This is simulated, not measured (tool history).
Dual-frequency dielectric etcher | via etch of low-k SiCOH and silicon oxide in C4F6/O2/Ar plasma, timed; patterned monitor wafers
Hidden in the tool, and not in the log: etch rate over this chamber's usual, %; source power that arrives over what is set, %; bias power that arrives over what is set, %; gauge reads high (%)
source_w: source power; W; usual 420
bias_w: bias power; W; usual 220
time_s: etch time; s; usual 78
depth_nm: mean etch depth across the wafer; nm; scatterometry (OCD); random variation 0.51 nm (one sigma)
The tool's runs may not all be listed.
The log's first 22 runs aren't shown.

| run | day | source_w | bias_w | time_s | wafers since the last listed run | hours since the last wet clean | hours since the last source power generator calibration | hours since the last bias power generator calibration | hours since the last upper electrode change | hours since the gauge calibration | read-back reference wafer on the same gauge, depth_nm | depth_nm |
|---|---|---|---|---|---|---|---|---|---|---|---|---|
| 23 | 75.075 | 420 | 220 | 92.5 | 509 | 260.5 | 1010.3 | 874.8 | 1517.1 | 951.1 | 235.1 | 277.3 |
| 24 | 78.6 | 420 | 220 | 99.5 | 996 | 345.1 | 1094.9 | 959.4 | 1601.7 | 1035.7 | 234.9 | 298.5 |
| 25 | 80.908 | 420 | 220 | 78 | 652 | 400.5 | 1150.3 | 1014.8 | 1657.1 | 1091.1 | 235 | 233.9 |
| 26 | 84.904 | 420 | 271 | 66 | 1130 | 496.4 | 1246.2 | 1110.7 | 1753 | 1187 | 235.1 | 212 |
| 27 | 86.483 | 370 | 238 | 99.5 | 446 | 534.3 | 1284.1 | 1148.6 | 1790.9 | 1224.9 | 234.9 | 295.7 |
| 28 | 89.029 | 500 | 220 | 101 | 719 | 595.4 | 1345.2 | 1209.7 | 1852 | 1286 | 234.9 | 320.1 |
|  | 92.933 | wet clean of the chamber |
| 29 | 95.221 | 450 | 188 | 58.5 | 1468 | 54.9 | 1493.8 | 1358.3 | 2000.6 | 1434.6 | 235 | 170.4 |
| 30 | 97.446 | 420 | 220 | 78 | 629 | 108.3 | 1547.2 | 1411.7 | 2054 | 1488 | 235.1 | 233.7 |

3 ways to go on from here, each from the tool as it stands after run 30. What would each give?
| A | 97.462 | 420 | 220 | 78 | 4 | 108.7 | 1547.6 | 1412.1 | 2054.4 | 1488.4 | ? | ? |
| B | 97.462 | 390 | 270 | 99.5 | 4 | 108.7 | 1547.6 | 1412.1 | 2054.4 | 1488.4 | ? | ? |
| C | 97.462 | 490 | 201 | 84.5 | 4 | 108.7 | 1547.6 | 1412.1 | 2054.4 | 1488.4 | ? | ? |

| run | read-back reference wafer on the same gauge, depth_nm | depth_nm |
|---|---|---|
| A | 235.3 | 233.7 |
| B | 235.3 | 312.3 |
| C | 235.3 | 258.2 |
Without the tool's hidden state the same runs would have given:
| run | depth_nm |
|---|---|
| A | 233.7 |
| B | 312.3 |
| C | 258.2 |
